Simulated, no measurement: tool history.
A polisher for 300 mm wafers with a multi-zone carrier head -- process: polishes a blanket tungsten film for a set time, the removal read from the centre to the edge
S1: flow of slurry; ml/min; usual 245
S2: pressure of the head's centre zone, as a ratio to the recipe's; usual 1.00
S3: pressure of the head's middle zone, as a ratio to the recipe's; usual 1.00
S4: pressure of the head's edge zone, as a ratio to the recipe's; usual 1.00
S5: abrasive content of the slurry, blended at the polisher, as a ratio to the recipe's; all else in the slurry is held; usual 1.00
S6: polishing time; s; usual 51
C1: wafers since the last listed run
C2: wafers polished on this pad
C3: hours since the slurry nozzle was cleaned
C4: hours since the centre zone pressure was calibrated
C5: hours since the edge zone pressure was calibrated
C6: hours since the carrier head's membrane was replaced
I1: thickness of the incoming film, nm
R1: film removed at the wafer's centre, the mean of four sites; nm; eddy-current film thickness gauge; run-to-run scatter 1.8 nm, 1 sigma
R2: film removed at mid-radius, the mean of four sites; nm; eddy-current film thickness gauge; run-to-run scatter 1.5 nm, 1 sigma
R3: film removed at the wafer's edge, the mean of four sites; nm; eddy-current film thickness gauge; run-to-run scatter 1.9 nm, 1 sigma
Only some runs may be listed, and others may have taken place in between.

run 1 hour=0.0 | S1=245 S2=1.00 S3=1.00 S4=1.00 S5=1.00 S6=59 | C1=0 C2=378 C3=688.0 C4=663.5 C5=42.4 C6=818.6 | I1=1117.3 | R1=228.2 R2=233.8 R3=235.7
run 2 hour=16.4 | S1=245 S2=1.00 S3=1.00 S4=1.00 S5=1.00 S6=51 | C1=112 C2=490 C3=704.4 C4=679.9 C5=58.8 C6=835.0 | I1=1105.2 | R1=198.6 R2=199.8 R3=202.7
-- hour=31.4 centre zone pressure recalibrated
run 3 hour=32.6 | S1=295 S2=1.00 S3=1.00 S4=1.00 S5=1.00 S6=51 | C1=97 C2=588 C3=720.6 C4=1.2 C5=75.0 C6=851.2 | I1=1115.6 | R1=203.2 R2=203.8 R3=205.1
run 4 hour=66.1 | S1=295 S2=1.00 S3=1.00 S4=1.00 S5=1.00 S6=51 | C1=229 C2=817 C3=754.1 C4=34.7 C5=108.5 C6=884.7 | I1=1089.2 | R1=202.6 R2=205.3 R3=206.0
run 5 hour=85.8 | S1=245 S2=1.00 S3=1.00 S4=1.00 S5=1.00 S6=51 | C1=134 C2=952 C3=773.8 C4=54.4 C5=128.2 C6=904.4 | I1=1103.3 | R1=196.5 R2=199.5 R3=197.9
-- hour=110.0 carrier head's membrane replaced by a new one
run 6 hour=110.4 | S1=245 S2=1.00 S3=1.00 S4=1.00 S5=1.00 S6=51 | C1=134 C2=1086 C3=798.4 C4=79.0 C5=152.8 C6=0.4 | I1=1083.6 | R1=192.6 R2=197.2 R3=197.9
run 7 hour=127.8 | S1=245 S2=1.06 S3=1.07 S4=1.00 S5=1.00 S6=51 | C1=119 C2=1205 C3=815.8 C4=96.4 C5=170.2 C6=17.8 | I1=1078.0 | R1=205.8 R2=207.0 R3=197.3
-- hour=132.3 worn pad replaced by a new one
run 8 hour=141.0 | S1=245 S2=1.00 S3=1.00 S4=1.00 S5=1.00 S6=51 | C1=62 C2=59 C3=829.0 C4=109.6 C5=183.4 C6=31.0 | I1=1093.6 | R1=202.2 R2=205.4 R3=202.9
-- hour=155.8 slurry nozzle cleaned
run 9 hour=162.3 | S1=245 S2=1.00 S3=1.00 S4=0.93 S5=1.00 S6=51 | C1=138 C2=198 C3=6.5 C4=130.9 C5=204.7 C6=52.3 | I1=1093.0 | R1=201.7 R2=206.4 R3=197.8
run 10 hour=196.4 | S1=245 S2=1.00 S3=1.00 S4=1.09 S5=1.00 S6=51 | C1=233 C2=431 C3=40.6 C4=165.0 C5=238.8 C6=86.4 | I1=1113.3 | R1=203.8 R2=204.1 R3=211.7
run 11 hour=230.5 | S1=245 S2=1.00 S3=1.00 S4=1.00 S5=1.00 S6=51 | C1=233 C2=665 C3=74.7 C4=199.1 C5=272.9 C6=120.5 | I1=1084.4 | R1=203.0 R2=200.7 R3=201.3
run 12 hour=244.5 | S1=245 S2=1.00 S3=1.00 S4=1.00 S5=1.00 S6=51 | C1=95 C2=760 C3=88.7 C4=213.1 C5=286.9 C6=134.5 | I1=1109.3 | R1=198.7 R2=200.5 R3=202.3
run 13 hour=258.7 | S1=245 S2=1.00 S3=1.00 S4=1.00 S5=1.00 S6=51 | C1=97 C2=858 C3=102.9 C4=227.3 C5=301.1 C6=148.7 | I1=1097.2 | R1=201.0 R2=201.7 R3=200.7
run 14 hour=279.0 | S1=245 S2=1.12 S3=1.00 S4=1.00 S5=1.00 S6=51 | C1=138 C2=997 C3=123.2 C4=247.6 C5=321.4 C6=169.0 | I1=1118.2 | R1=220.6 R2=201.1 R3=200.0
-- hour=323.8 worn pad replaced by a new one
run 15 hour=354.7 | S1=245 S2=1.00 S3=1.00 S4=1.05 S5=1.20 S6=51 | C1=490 C2=211 C3=198.9 C4=323.3 C5=397.1 C6=244.7 | I1=1107.9 | R1=212.1 R2=214.2 R3=222.7
run 16 hour=381.4 | S1=245 S2=1.00 S3=1.00 S4=1.00 S5=1.00 S6=51 | C1=182 C2=394 C3=225.6 C4=350.0 C5=423.8 C6=271.4 | I1=1097.3 | R1=202.0 R2=205.8 R3=202.8
run 17 hour=403.2 | S1=245 S2=1.00 S3=1.00 S4=1.00 S5=1.00 S6=65 | C1=149 C2=543 C3=247.4 C4=371.8 C5=445.6 C6=293.2 | I1=1090.2 | R1=255.2 R2=253.9 R3=257.5
run 18 hour=430.9 | S1=245 S2=1.06 S3=1.00 S4=0.93 S5=1.00 S6=51 | C1=189 C2=732 C3=275.1 C4=399.5 C5=473.3 C6=320.9 | I1=1100.2 | R1=208.8 R2=201.9 R3=194.9
run 19 hour=443.5 | S1=195 S2=1.04 S3=1.00 S4=1.06 S5=1.25 S6=51 | C1=86 C2=819 C3=287.7 C4=412.1 C5=485.9 C6=333.5 | I1=1083.0 | R1=210.3 R2=206.8 R3=215.1
run 20 hour=464.2 | S1=245 S2=0.93 S3=1.00 S4=0.95 S5=1.00 S6=51 | C1=141 C2=960 C3=308.4 C4=432.8 C5=506.6 C6=354.2 | I1=1102.0 | R1=183.8 R2=201.9 R3=193.7
run 21 hour=486.6 | S1=190 S2=1.00 S3=1.00 S4=1.00 S5=1.00 S6=51 | C1=153 C2=1113 C3=330.8 C4=455.2 C5=529.0 C6=376.6 | I1=1084.8 | R1=193.1 R2=192.0 R3=197.0

Alternative continuations, all from the tool just after run 21; predict every row:
run A hour=487.0 | S1=245 S2=1.00 S3=1.00 S4=1.00 S5=1.00 S6=51 | C1=2 C2=1116 C3=331.2 C4=455.6 C5=529.4 C6=377.0 | I1=1118.4 | R1=? R2=? R3=?
run B hour=487.0 | S1=245 S2=1.00 S3=1.00 S4=1.00 S5=1.00 S6=56 | C1=2 C2=1116 C3=331.2 C4=455.6 C5=529.4 C6=377.0 | I1=1118.4 | R1=? R2=? R3=?
run C hour=487.0 | S1=245 S2=1.12 S3=1.04 S4=1.00 S5=1.20 S6=51 | C1=2 C2=1116 C3=331.2 C4=455.6 C5=529.4 C6=377.0 | I1=1118.4 | R1=? R2=? R3=?
run D hour=487.0 | S1=195 S2=1.00 S3=1.00 S4=1.00 S5=1.00 S6=51 | C1=2 C2=1116 C3=331.2 C4=455.6 C5=529.4 C6=377.0 | I1=1118.4 | R1=? R2=? R3=?
run E hour=487.0 | S1=245 S2=1.04 S3=1.00 S4=1.00 S5=1.00 S6=51 | C1=2 C2=1116 C3=331.2 C4=455.6 C5=529.4 C6=377.0 | I1=1118.4 | R1=? R2=? R3=?

run=A R1=194.7 R2=197.1 R3=199.9
run=B R1=213.7 R2=216.4 R3=219.5
run=C R1=225.6 R2=212.5 R3=208.4
run=D R1=190.4 R2=193.2 R3=197.0
run=E R1=201.8 R2=197.1 R3=199.9
Stripped of hidden state, with their random variation kept, the same runs would have yielded:
run=A R1=203.2 R2=205.8 R3=208.7
run=B R1=223.2 R2=226.0 R3=229.2
run=C R1=235.6 R2=221.8 R3=217.6
run=D R1=198.8 R2=201.8 R3=205.6
run=E R1=210.7 R2=205.8 R3=208.7

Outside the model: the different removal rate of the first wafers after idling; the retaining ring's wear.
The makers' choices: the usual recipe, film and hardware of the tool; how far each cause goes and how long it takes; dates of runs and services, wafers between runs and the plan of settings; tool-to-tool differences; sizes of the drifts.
